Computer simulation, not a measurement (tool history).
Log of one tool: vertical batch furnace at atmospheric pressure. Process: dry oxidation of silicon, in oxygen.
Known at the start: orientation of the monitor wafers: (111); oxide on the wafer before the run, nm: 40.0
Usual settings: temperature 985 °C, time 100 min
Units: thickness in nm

run     day  temperature   time  read-back reference wafer on the same gauge, thickness  thickness
  1       0         1001    100                                                   93.99     113.25
  2   1.167         1001    100                                                   94.05     112.53
  3   2.479         1001    100                                                   94.07     113.29
  4   4.192          968   76.5                                                   94.18      84.35
  5   6.833          968   76.5                                                   94.29      85.19
  6   8.383          968   76.5                                                   94.38      84.62
  7  10.312          985    100                                                   94.28     104.08
  8  17.192          985    100                                                   94.58     104.87
  9   20.55          985    100                                                   94.79     104.63
 10  22.833          978   82.5                                                   94.85      93.05
     24.808  -- boat lift adjusted
 11  24.875          978   82.5                                                   94.87      92.19
 12  26.225          978   82.5                                                   94.84      93.02
 13  29.079          991    100                                                      95     108.25
 14  31.054          991    100                                                   94.89     108.77
 15  32.958          991    100                                                   94.88     109.13
 16  34.429          985    100                                                   94.98     104.66
 17  35.788          985    100                                                      95     105.01
 18  37.138          985    100                                                   95.08     105.13
 19   39.25         1006    135                                                   94.98     137.47
 20  41.796          977   54.5                                                      95      77.28
 21  44.225          985    100                                                   95.13      105.2
     45.338  -- gauge calibrated
 22  46.042          993  112.5                                                   91.84     112.01
     47.771  -- thermocouples replaced and temperature profile calibrated
 23  48.667          985  121.5                                                   92.22     112.59
 24  50.671         1000     81                                                   92.35     100.15
 25  51.983          967    100                                                   92.37      93.56
 26  53.504          991    100                                                   92.53     104.81
 27  54.529          972     78                                                   92.77      85.97
 28  56.929          993   77.5                                                   92.93      94.61
 29  58.362          977    132                                                   92.98     113.82
 30  61.246          985    100                                                   93.15     103.01
 31  63.017         1004    145                                                   93.45     136.93

Forecast run 32:
 32  65.142          972   144                                                       ?          ?

{"run 32": {"read-back reference wafer on the same gauge, thickness": 93.44, "thickness": 115.48}}
Without the tool's hidden state the same run would have given thickness 113.68 nm.
